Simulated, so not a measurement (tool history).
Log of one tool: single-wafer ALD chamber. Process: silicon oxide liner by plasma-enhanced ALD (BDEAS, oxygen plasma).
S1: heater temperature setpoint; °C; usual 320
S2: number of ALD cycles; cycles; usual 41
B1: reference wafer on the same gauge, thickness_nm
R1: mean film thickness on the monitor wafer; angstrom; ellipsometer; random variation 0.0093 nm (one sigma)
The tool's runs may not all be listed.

{"run": 1, "hour": 0.0, "S1": 329, "S2": 41, "B1": 3.847, "R1": 36.78}
{"run": 2, "hour": 48.4, "S1": 320, "S2": 41, "B1": 3.849, "R1": 37.39}
{"run": 3, "hour": 82.5, "S1": 320, "S2": 41, "B1": 3.849, "R1": 37.28}
{"run": 4, "hour": 123.9, "S1": 320, "S2": 41, "B1": 3.851, "R1": 37.39}
{"run": 5, "hour": 170.1, "S1": 330, "S2": 47, "B1": 3.856, "R1": 42.45}
{"run": 6, "hour": 217.5, "S1": 330, "S2": 47, "B1": 3.854, "R1": 42.16}
{"run": 7, "hour": 243.2, "S1": 330, "S2": 47, "B1": 3.861, "R1": 42.32}
{"run": 8, "hour": 269.8, "S1": 310, "S2": 41, "B1": 3.854, "R1": 38.01}
{"run": 9, "hour": 324.3, "S1": 320, "S2": 41, "B1": 3.863, "R1": 37.59}
{"run": 10, "hour": 391.6, "S1": 320, "S2": 41, "B1": 3.873, "R1": 37.5}
{"hour": 410.5, "done": "gauge calibrated"}
{"run": 11, "hour": 443.7, "S1": 320, "S2": 41, "B1": 3.817, "R1": 37.04}
{"run": 12, "hour": 489.2, "S1": 320, "S2": 43, "B1": 3.822, "R1": 38.85}
{"hour": 514.8, "done": "thermocouple changed; heater temperature recalibrated"}
{"run": 13, "hour": 518.5, "S1": 320, "S2": 41, "B1": 3.82, "R1": 36.89}
{"run": 14, "hour": 548.8, "S1": 320, "S2": 41, "B1": 3.819, "R1": 37.09}
{"run": 15, "hour": 581.8, "S1": 320, "S2": 41, "B1": 3.819, "R1": 37.03}
{"run": 16, "hour": 618.4, "S1": 330, "S2": 47, "B1": 3.821, "R1": 41.81}
{"run": 17, "hour": 657.7, "S1": 320, "S2": 41, "B1": 3.82, "R1": 37.17}
{"run": 18, "hour": 712.2, "S1": 312, "S2": 45, "B1": 3.822, "R1": 41.43}

Forecast run 19:
{"run": 19, "hour": 742.3, "S1": 309, "S2": 41, "B1": "?", "R1": "?"}

{"run 19": {"B1": 3.821, "R1": 37.7}}
Without the tool's hidden state the same run would have given R1 37.67 angstrom.
